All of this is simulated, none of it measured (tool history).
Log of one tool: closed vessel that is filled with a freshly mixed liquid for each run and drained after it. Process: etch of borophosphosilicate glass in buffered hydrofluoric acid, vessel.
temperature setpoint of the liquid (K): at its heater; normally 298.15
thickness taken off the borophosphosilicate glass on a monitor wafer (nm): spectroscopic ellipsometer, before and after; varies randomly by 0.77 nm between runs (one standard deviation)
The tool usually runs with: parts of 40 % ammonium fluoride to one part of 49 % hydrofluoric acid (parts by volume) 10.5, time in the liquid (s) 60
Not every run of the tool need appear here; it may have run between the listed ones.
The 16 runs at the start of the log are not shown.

run    hour  temperature setpoint of the liquid (K)  parts of 40 % ammonium fluoride to one part of 49 % hydrofluoric acid (parts by volume)  time in the liquid (s)  wafers since the last listed run  hours since the thermometer was replaced  hours since the hydrofluoric acid flow meter was replaced  hours since the gauge calibration  read-back film thickness of the borophosphosilicate glass reference wafer, read on the same gauge (nm)  thickness taken off the borophosphosilicate glass on a monitor wafer (nm)
      715.8  -- thermometer replaced
 17   782.9                                  298.15                                                                                     10.5                      60                              4236                                      67.1                                                      104.9                              251.9                                                                                                  149.97                                                                     101.75
 18   843.5                                  295.65                                                                                     10.5                      85                              3792                                     127.7                                                      165.5                              312.5                                                                                                  150.04                                                                     125.08
 19   910.2                                  294.15                                                                                     12.5                      70                              4174                                     194.4                                                      232.2                              379.2                                                                                                  149.99                                                                      79.66
 20   963.7                                  298.15                                                                                     10.5                      60                              3348                                     247.9                                                      285.7                              432.7                                                                                                  149.97                                                                     100.87
 21   998.9                                  298.15                                                                                      7.5                      50                              2202                                     283.1                                                      320.9                              467.9                                                                                                  149.98                                                                     115.93
 22  1025.2                                  298.15                                                                                     11.5                      60                              1645                                     309.4                                                      347.2                              494.2                                                                                                  149.98                                                                      92.91
 23  1093.9                                  298.15                                                                                     10.5                      60                              4299                                     378.1                                                      415.9                              562.9                                                                                                  150.02                                                                     100.83
 24  1135.1                                  300.15                                                                                     13.0                      90                              2578                                     419.3                                                      457.1                              604.1                                                                                                  149.97                                                                     136.77
 25  1175.4                                  298.15                                                                                     13.5                      30                              2522                                     459.6                                                      497.4                              644.4                                                                                                  150.04                                                                      39.56
 26  1210.0                                  299.65                                                                                     10.5                      70                              2165                                     494.2                                                      532.0                              679.0                                                                                                  149.99                                                                     128.19
 27  1260.9                                  298.15                                                                                     10.5                      60                              3185                                     545.1                                                      582.9                              729.9                                                                                                  150.05                                                                      99.90
 28  1327.9                                  299.65                                                                                      8.5                      60                              4193                                     612.1                                                      649.9                              796.9                                                                                                  150.01                                                                     128.66
 29  1375.6                                  296.65                                                                                      7.0                      85                              2985                                     659.8                                                      697.6                              844.6                                                                                                  150.01                                                                     191.73
 30  1408.5                                  298.15                                                                                     12.5                      40                              2058                                     692.7                                                      730.5                              877.5                                                                                                  149.97                                                                      56.05

Predict each of these 5 candidate next runs independently; none follows another, all start after run 30:
  A  1409.2                                  298.15                                                                                     10.5                      80                                43                                     693.4                                                      731.2                              878.2                                                                                                       ?                                                                          ?
  B  1409.2                                  300.65                                                                                      7.0                      70                                43                                     693.4                                                      731.2                              878.2                                                                                                       ?                                                                          ?
  C  1409.2                                  302.15                                                                                      7.5                      45                                43                                     693.4                                                      731.2                              878.2                                                                                                       ?                                                                          ?
  D  1409.2                                  295.15                                                                                     10.5                      45                                43                                     693.4                                                      731.2                              878.2                                                                                                       ?                                                                          ?
  E  1409.2                                  302.65                                                                                     13.5                      60                                43                                     693.4                                                      731.2                              878.2                                                                                                       ?                                                                          ?

run  read-back film thickness of the borophosphosilicate glass reference wafer, read on the same gauge (nm)  thickness taken off the borophosphosilicate glass on a monitor wafer (nm)
  A                                                                                                  150.01                                                                     133.49
  B                                                                                                  150.01                                                                     197.00
  C                                                                                                  150.01                                                                     127.08
  D                                                                                                  150.01                                                                      63.82
  E                                                                                                  150.01                                                                      99.30
Take away the tool's hidden state, keep each run's random variation, and the runs would have read:
run  thickness taken off the borophosphosilicate glass on a monitor wafer (nm)
  A                                                                     136.10
  B                                                                     200.77
  C                                                                     129.49
  D                                                                      65.09
  E                                                                     101.19

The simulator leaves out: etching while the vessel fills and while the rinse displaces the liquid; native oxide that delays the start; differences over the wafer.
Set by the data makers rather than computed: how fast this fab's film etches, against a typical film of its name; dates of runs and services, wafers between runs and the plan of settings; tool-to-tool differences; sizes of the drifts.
